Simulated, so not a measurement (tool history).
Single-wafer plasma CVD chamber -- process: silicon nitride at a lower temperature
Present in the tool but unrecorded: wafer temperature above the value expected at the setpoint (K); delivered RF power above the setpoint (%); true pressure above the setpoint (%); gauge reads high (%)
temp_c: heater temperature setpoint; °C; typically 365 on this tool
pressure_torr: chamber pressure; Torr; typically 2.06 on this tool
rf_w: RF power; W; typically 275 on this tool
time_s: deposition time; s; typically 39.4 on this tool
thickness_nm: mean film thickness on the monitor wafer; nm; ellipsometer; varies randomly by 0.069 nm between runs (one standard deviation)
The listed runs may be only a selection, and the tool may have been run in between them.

| run | hour | temp_c | pressure_torr | rf_w | time_s | wafers since the last listed run | hours since the last thermocouple change | hours since the last RF generator calibration | hours since the last manometer calibration | hours since the showerhead was replaced | hours since the gauge calibration | read-back reference wafer on the same gauge, thickness_nm | thickness_nm |
|---|---|---|---|---|---|---|---|---|---|---|---|---|---|
| 1 | 0.0 | 356 | 2.06 | 275 | 39.4 | 0 | 2104.6 | 2050.8 | 2423.4 | 7435.4 | 252.1 | 43.208 | 42.735 |
| 2 | 13.0 | 356 | 2.06 | 275 | 39.4 | 182 | 2117.6 | 2063.8 | 2436.4 | 7448.4 | 265.1 | 43.201 | 42.775 |
| 3 | 25.1 | 374 | 2.06 | 275 | 39.4 | 170 | 2129.7 | 2075.9 | 2448.5 | 7460.5 | 277.2 | 43.214 | 42.521 |
| 4 | 42.4 | 365 | 2.06 | 275 | 39.4 | 243 | 2147.0 | 2093.2 | 2465.8 | 7477.8 | 294.5 | 43.191 | 42.484 |
|  | 62.5 | RF generator calibrated |
| 5 | 63.0 | 365 | 2.06 | 275 | 39.4 | 177 | 2167.6 | 0.5 | 2486.4 | 7498.4 | 315.1 | 43.211 | 44.893 |
| 6 | 63.3 | 365 | 2.06 | 275 | 39.4 | 4 | 2167.9 | 0.8 | 2486.7 | 7498.7 | 315.4 | 43.212 | 45.051 |
| 7 | 70.7 | 365 | 2.06 | 275 | 39.4 | 104 | 2175.3 | 8.2 | 2494.1 | 7506.1 | 322.8 | 43.194 | 44.892 |
| 8 | 84.5 | 365 | 2.06 | 275 | 39.4 | 194 | 2189.1 | 22.0 | 2507.9 | 7519.9 | 336.6 | 43.190 | 44.838 |
| 9 | 99.7 | 360 | 2.28 | 220 | 44.0 | 213 | 2204.3 | 37.2 | 2523.1 | 7535.1 | 351.8 | 43.206 | 43.942 |
|  | 112.6 | thermocouple changed; heater temperature recalibrated |
| 10 | 113.1 | 365 | 2.06 | 275 | 39.4 | 76 | 0.5 | 50.6 | 2536.5 | 7548.5 | 365.2 | 43.227 | 44.839 |
| 11 | 115.0 | 365 | 2.06 | 275 | 39.4 | 26 | 2.4 | 52.5 | 2538.4 | 7550.4 | 367.1 | 43.183 | 44.964 |
|  | 135.9 | capacitance manometer re-zeroed and calibrated |
| 12 | 136.4 | 365 | 2.06 | 275 | 39.4 | 188 | 23.8 | 73.9 | 0.5 | 7571.8 | 388.5 | 43.211 | 44.864 |
|  | 154.0 | showerhead replaced |
| 13 | 154.5 | 365 | 2.06 | 260 | 45.2 | 142 | 41.9 | 92.0 | 18.6 | 0.5 | 406.6 | 43.208 | 49.345 |
| 14 | 154.8 | 354 | 1.85 | 275 | 39.4 | 4 | 42.2 | 92.3 | 18.9 | 0.8 | 406.9 | 43.206 | 43.569 |
| 15 | 169.2 | 350 | 2.06 | 290 | 39.4 | 202 | 56.6 | 106.7 | 33.3 | 15.2 | 421.3 | 43.209 | 46.774 |
| 16 | 183.2 | 357 | 2.48 | 230 | 34.8 | 197 | 70.6 | 120.7 | 47.3 | 29.2 | 435.3 | 43.201 | 36.607 |
| 17 | 198.8 | 365 | 2.06 | 275 | 39.4 | 219 | 86.2 | 136.3 | 62.9 | 44.8 | 450.9 | 43.186 | 44.809 |
| 18 | 205.8 | 372 | 2.06 | 275 | 32.8 | 98 | 93.2 | 143.3 | 69.9 | 51.8 | 457.9 | 43.184 | 37.258 |
|  | 215.0 | gauge calibrated |
| 19 | 218.5 | 370 | 1.82 | 275 | 39.4 | 178 | 105.9 | 156.0 | 82.6 | 64.5 | 3.5 | 43.211 | 42.911 |
| 20 | 235.9 | 365 | 2.06 | 275 | 39.4 | 244 | 123.3 | 173.4 | 100.0 | 81.9 | 20.9 | 43.183 | 44.785 |
| 21 | 250.5 | 365 | 2.06 | 275 | 44.2 | 205 | 137.9 | 188.0 | 114.6 | 96.5 | 35.5 | 43.197 | 50.262 |
| 22 | 257.8 | 365 | 2.06 | 275 | 46.0 | 102 | 145.2 | 195.3 | 121.9 | 103.8 | 42.8 | 43.205 | 52.153 |
| 23 | 272.3 | 365 | 2.06 | 275 | 39.4 | 204 | 159.7 | 209.8 | 136.4 | 118.3 | 57.3 | 43.200 | 44.617 |
| 24 | 321.2 | 365 | 2.21 | 225 | 42.8 | 688 | 208.6 | 258.7 | 185.3 | 167.2 | 106.2 | 43.200 | 42.689 |
| 25 | 339.0 | 365 | 2.32 | 275 | 36.7 | 250 | 226.4 | 276.5 | 203.1 | 185.0 | 124.0 | 43.195 | 43.102 |
| 26 | 347.7 | 365 | 2.06 | 275 | 39.4 | 122 | 235.1 | 285.2 | 211.8 | 193.7 | 132.7 | 43.207 | 44.552 |
| 27 | 361.1 | 365 | 2.06 | 275 | 42.1 | 188 | 248.5 | 298.6 | 225.2 | 207.1 | 146.1 | 43.197 | 47.588 |
| 28 | 370.3 | 365 | 2.06 | 275 | 39.4 | 129 | 257.7 | 307.8 | 234.4 | 216.3 | 155.3 | 43.198 | 44.550 |
| 29 | 384.8 | 365 | 2.06 | 250 | 43.0 | 204 | 272.2 | 322.3 | 248.9 | 230.8 | 169.8 | 43.181 | 45.432 |

Each row is a separate what-if for the run after 29, all from the same tool condition, not one after another. Results?
| A | 385.2 | 365 | 1.59 | 275 | 39.4 | 5 | 272.6 | 322.7 | 249.3 | 231.2 | 170.2 | ? | ? |
| B | 385.2 | 357 | 2.31 | 275 | 39.4 | 5 | 272.6 | 322.7 | 249.3 | 231.2 | 170.2 | ? | ? |
| C | 385.2 | 378 | 2.06 | 275 | 33.1 | 5 | 272.6 | 322.7 | 249.3 | 231.2 | 170.2 | ? | ? |
| D | 385.2 | 365 | 1.79 | 260 | 39.4 | 5 | 272.6 | 322.7 | 249.3 | 231.2 | 170.2 | ? | ? |

| run | read-back reference wafer on the same gauge, thickness_nm | thickness_nm |
|---|---|---|
| A | 43.198 | 40.985 |
| B | 43.198 | 46.272 |
| C | 43.198 | 37.312 |
| D | 43.198 | 40.965 |
With the hidden condition removed and each run's random variation left untouched, the same runs would have given:
| run | thickness_nm |
|---|---|
| A | 42.050 |
| B | 47.475 |
| C | 38.282 |
| D | 42.038 |
